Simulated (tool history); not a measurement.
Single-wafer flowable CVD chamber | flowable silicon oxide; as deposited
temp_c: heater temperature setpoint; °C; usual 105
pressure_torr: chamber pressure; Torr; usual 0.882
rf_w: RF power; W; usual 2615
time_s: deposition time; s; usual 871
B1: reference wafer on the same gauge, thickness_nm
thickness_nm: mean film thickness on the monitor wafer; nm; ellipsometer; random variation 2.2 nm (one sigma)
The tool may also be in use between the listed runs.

run 1 hour=0.0 | temp_c=109 pressure_torr=1.054 rf_w=2615 time_s=871 | B1=579.120 | thickness_nm=420.906
run 2 hour=7.0 | temp_c=109 pressure_torr=1.054 rf_w=2615 time_s=871 | B1=578.153 | thickness_nm=419.126
run 3 hour=15.2 | temp_c=109 pressure_torr=1.054 rf_w=2615 time_s=871 | B1=579.128 | thickness_nm=418.239
run 4 hour=32.8 | temp_c=105 pressure_torr=0.882 rf_w=2615 time_s=871 | B1=578.500 | thickness_nm=406.777
run 5 hour=49.3 | temp_c=105 pressure_torr=0.882 rf_w=2615 time_s=871 | B1=578.875 | thickness_nm=402.105
run 6 hour=59.1 | temp_c=105 pressure_torr=0.882 rf_w=2615 time_s=969 | B1=578.420 | thickness_nm=452.253
run 7 hour=66.5 | temp_c=105 pressure_torr=0.882 rf_w=2615 time_s=969 | B1=578.953 | thickness_nm=452.667
run 8 hour=80.3 | temp_c=105 pressure_torr=0.882 rf_w=2615 time_s=969 | B1=579.755 | thickness_nm=453.484
-- hour=123.9 thermocouple changed; heater temperature recalibrated
run 9 hour=127.5 | temp_c=105 pressure_torr=0.882 rf_w=2615 time_s=871 | B1=579.148 | thickness_nm=513.118
-- hour=137.1 showerhead replaced
run 10 hour=142.6 | temp_c=105 pressure_torr=0.882 rf_w=2615 time_s=871 | B1=578.660 | thickness_nm=507.631
run 11 hour=178.0 | temp_c=105 pressure_torr=0.882 rf_w=2615 time_s=871 | B1=578.408 | thickness_nm=500.232
run 12 hour=184.4 | temp_c=105 pressure_torr=0.882 rf_w=2615 time_s=871 | B1=578.513 | thickness_nm=499.654
run 13 hour=198.2 | temp_c=105 pressure_torr=0.882 rf_w=2615 time_s=871 | B1=578.942 | thickness_nm=503.222
run 14 hour=206.2 | temp_c=105 pressure_torr=0.882 rf_w=2755 time_s=871 | B1=578.084 | thickness_nm=500.364
run 15 hour=224.0 | temp_c=98 pressure_torr=0.709 rf_w=3035 time_s=1007 | B1=578.685 | thickness_nm=607.410
run 16 hour=235.3 | temp_c=105 pressure_torr=1.074 rf_w=2615 time_s=731 | B1=578.722 | thickness_nm=501.746
run 17 hour=251.9 | temp_c=114 pressure_torr=1.029 rf_w=2915 time_s=732 | B1=580.428 | thickness_nm=348.181
-- hour=269.0 capacitance manometer re-zeroed and calibrated
-- hour=275.9 RF generator calibrated
run 18 hour=276.4 | temp_c=111 pressure_torr=0.882 rf_w=2480 time_s=763 | B1=580.046 | thickness_nm=342.224
run 19 hour=277.0 | temp_c=105 pressure_torr=0.882 rf_w=2615 time_s=871 | B1=578.670 | thickness_nm=483.772
-- hour=285.4 gauge calibrated
run 20 hour=293.3 | temp_c=105 pressure_torr=0.947 rf_w=2615 time_s=752 | B1=579.026 | thickness_nm=448.453
run 21 hour=306.4 | temp_c=105 pressure_torr=0.938 rf_w=2615 time_s=922 | B1=578.052 | thickness_nm=544.542
run 22 hour=314.8 | temp_c=113 pressure_torr=0.965 rf_w=2615 time_s=1026 | B1=580.424 | thickness_nm=460.549
run 23 hour=328.6 | temp_c=105 pressure_torr=0.882 rf_w=2615 time_s=871 | B1=579.527 | thickness_nm=479.767
run 24 hour=338.2 | temp_c=94 pressure_torr=0.882 rf_w=2615 time_s=871 | B1=578.584 | thickness_nm=724.423
run 25 hour=354.8 | temp_c=93 pressure_torr=0.705 rf_w=2220 time_s=778 | B1=578.251 | thickness_nm=527.708
run 26 hour=368.6 | temp_c=105 pressure_torr=0.882 rf_w=2615 time_s=805 | B1=579.243 | thickness_nm=439.625

Forecast each of these 5 alternatives for the next run:
run A hour=369.2 | temp_c=105 pressure_torr=0.882 rf_w=2365 time_s=871 | B1=? | thickness_nm=?
run B hour=369.2 | temp_c=100 pressure_torr=0.882 rf_w=2615 time_s=768 | B1=? | thickness_nm=?
run C hour=369.2 | temp_c=91 pressure_torr=0.703 rf_w=2615 time_s=757 | B1=? | thickness_nm=?
run D hour=369.2 | temp_c=90 pressure_torr=0.882 rf_w=2615 time_s=931 | B1=? | thickness_nm=?
run E hour=369.2 | temp_c=120 pressure_torr=0.882 rf_w=2615 time_s=1031 | B1=? | thickness_nm=?

run=A B1=578.557 thickness_nm=465.114
run=B B1=578.557 thickness_nm=501.845
run=C B1=578.557 thickness_nm=552.587
run=D B1=578.557 thickness_nm=888.561
run=E B1=578.557 thickness_nm=331.957
Without the tool's hidden state the same runs would have given:
run=A thickness_nm=497.111
run=B thickness_nm=536.735
run=C thickness_nm=588.877
run=D thickness_nm=942.364
run=E thickness_nm=350.331
